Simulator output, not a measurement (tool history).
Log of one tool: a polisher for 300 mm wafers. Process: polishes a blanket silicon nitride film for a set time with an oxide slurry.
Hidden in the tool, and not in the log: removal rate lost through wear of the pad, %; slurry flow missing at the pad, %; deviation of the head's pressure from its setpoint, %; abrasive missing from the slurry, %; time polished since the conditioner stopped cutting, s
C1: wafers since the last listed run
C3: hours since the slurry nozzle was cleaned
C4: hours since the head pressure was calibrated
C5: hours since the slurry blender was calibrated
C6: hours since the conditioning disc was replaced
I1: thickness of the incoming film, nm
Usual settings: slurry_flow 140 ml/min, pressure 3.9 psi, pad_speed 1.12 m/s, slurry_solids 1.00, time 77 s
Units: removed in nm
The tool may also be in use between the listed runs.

Run 1, day 0.000: usual settings; C1 0; wafers polished on this pad 252; C3 539.4; C4 990.5; C5 42.4; C6 75.1; I1 247.9. Result: removed 46.7 nm.
Run 2, day 1.350: usual settings but pressure 4.5 psi; C1 194; wafers polished on this pad 446; C3 571.8; C4 1022.9; C5 74.8; C6 107.5; I1 248.0. Result: removed 52.9 nm.
At day 1.729: conditioning disc replaced and pad reconditioned.
Run 3, day 2.608: usual settings but pressure 4.5 psi; C1 169; wafers polished on this pad 615; C3 602.0; C4 1053.1; C5 105.0; C6 21.1; I1 250.2. Result: removed 50.7 nm.
At day 3.100: slurry blender recalibrated.
Run 4, day 3.617: usual settings but pressure 4.5 psi; C1 133; wafers polished on this pad 749; C3 626.2; C4 1077.3; C5 12.4; C6 45.3; I1 251.9. Result: removed 53.2 nm.
At day 3.850: worn pad replaced by a new one.
Run 5, day 4.938: usual settings; C1 166; wafers polished on this pad 156; C3 657.9; C4 1109.0; C5 44.1; C6 77.0; I1 252.3. Result: removed 44.4 nm.
Run 6, day 5.671: usual settings; C1 105; wafers polished on this pad 261; C3 675.5; C4 1126.6; C5 61.7; C6 94.6; I1 248.2. Result: removed 44.0 nm.
At day 6.042: conditioning disc replaced and pad reconditioned.
Run 7, day 6.233: usual settings; C1 68; wafers polished on this pad 330; C3 689.0; C4 1140.1; C5 75.2; C6 4.6; I1 247.8. Result: removed 44.0 nm.
Run 8, day 7.479: usual settings; C1 179; wafers polished on this pad 510; C3 718.9; C4 1170.0; C5 105.1; C6 34.5; I1 254.8. Result: removed 41.0 nm.
At day 7.908: slurry blender recalibrated.
Run 9, day 8.458: usual settings; C1 128; wafers polished on this pad 639; C3 742.4; C4 1193.5; C5 13.2; C6 58.0; I1 252.0. Result: removed 45.8 nm.
At day 8.950: slurry nozzle cleaned.
Run 10, day 9.600: usual settings; C1 158; wafers polished on this pad 797; C3 15.6; C4 1220.9; C5 40.6; C6 85.4; I1 246.8. Result: removed 51.5 nm.
At day 10.275: conditioning disc replaced and pad reconditioned.
At day 10.646: worn pad replaced by a new one.
Run 11, day 11.050: usual settings but pad_speed 0.80 m/s, time 94 s; C1 172; wafers polished on this pad 58; C3 50.4; C4 1255.7; C5 75.4; C6 18.6; I1 251.9. Result: removed 47.0 nm.
Run 12, day 11.625: usual settings; C1 82; wafers polished on this pad 140; C3 64.2; C4 1269.5; C5 89.2; C6 32.4; I1 253.1. Result: removed 49.4 nm.
At day 12.633: slurry blender recalibrated.
Run 13, day 12.996: usual settings; C1 185; wafers polished on this pad 326; C3 97.1; C4 1302.4; C5 8.7; C6 65.3; I1 250.5. Result: removed 52.2 nm.
Run 14, day 13.696: usual settings but slurry_flow 180 ml/min, time 92 s; C1 100; wafers polished on this pad 426; C3 113.9; C4 1319.2; C5 25.5; C6 82.1; I1 250.2. Result: removed 64.2 nm.
Run 15, day 14.946: usual settings; C1 179; wafers polished on this pad 606; C3 143.9; C4 1349.2; C5 55.5; C6 112.1; I1 249.8. Result: removed 49.1 nm.
At day 15.258: head pressure recalibrated.
Run 16, day 15.446: usual settings but pressure 2.7 psi, pad_speed 0.86 m/s; C1 59; wafers polished on this pad 666; C3 155.9; C4 4.5; C5 67.5; C6 124.1; I1 249.3. Result: removed 26.9 nm.
At day 15.575: conditioning disc replaced and pad reconditioned.
Run 17, day 16.038: usual settings but slurry_flow 155 ml/min, pressure 2.9 psi, pad_speed 0.92 m/s, time 95 s; C1 73; wafers polished on this pad 739; C3 170.1; C4 18.7; C5 81.7; C6 11.1; I1 250.5. Result: removed 38.2 nm.
At day 16.408: worn pad replaced by a new one.
Run 18, day 16.783: usual settings but slurry_flow 165 ml/min, pressure 4.6 psi, pad_speed 0.78 m/s; C1 83; wafers polished on this pad 54; C3 188.0; C4 36.6; C5 99.6; C6 29.0; I1 249.9. Result: removed 42.3 nm.
At day 16.983: slurry blender recalibrated.
Run 19, day 17.654: usual settings but slurry_flow 115 ml/min, pad_speed 1.26 m/s; C1 113; wafers polished on this pad 167; C3 208.9; C4 57.5; C5 16.1; C6 49.9; I1 246.3. Result: removed 51.7 nm.
Run 20, day 18.821: usual settings but pressure 2.9 psi, pad_speed 0.80 m/s; C1 167; wafers polished on this pad 335; C3 236.9; C4 85.5; C5 44.1; C6 77.9; I1 253.6. Result: removed 28.5 nm.
Run 21, day 20.238: usual settings but time 66 s; C1 203; wafers polished on this pad 539; C3 270.9; C4 119.5; C5 78.1; C6 111.9; I1 245.5. Result: removed 40.3 nm.

Forecast each of these 4 alternatives for the next run:
Run A, day 20.258: usual settings but slurry_solids 0.90; C1 2; wafers polished on this pad 542; C3 271.4; C4 120.0; C5 78.6; C6 112.4; I1 250.6. Result: removed ?.
Run B, day 20.258: usual settings but pressure 5.1 psi; C1 2; wafers polished on this pad 542; C3 271.4; C4 120.0; C5 78.6; C6 112.4; I1 250.6. Result: removed ?.
Run C, day 20.258: usual settings but slurry_flow 100 ml/min, pressure 4.5 psi, pad_speed 0.78 m/s, slurry_solids 1.15; C1 2; wafers polished on this pad 542; C3 271.4; C4 120.0; C5 78.6; C6 112.4; I1 250.6. Result: removed ?.
Run D, day 20.258: usual settings but pressure 4.7 psi; C1 2; wafers polished on this pad 542; C3 271.4; C4 120.0; C5 78.6; C6 112.4; I1 250.6. Result: removed ?.

run  removed
  A     44.9
  B     60.9
  C     37.9
  D     56.1
Without the tool's hidden state the same runs would have given:
run  removed
  A     50.9
  B     68.9
  C     43.7
  D     63.5
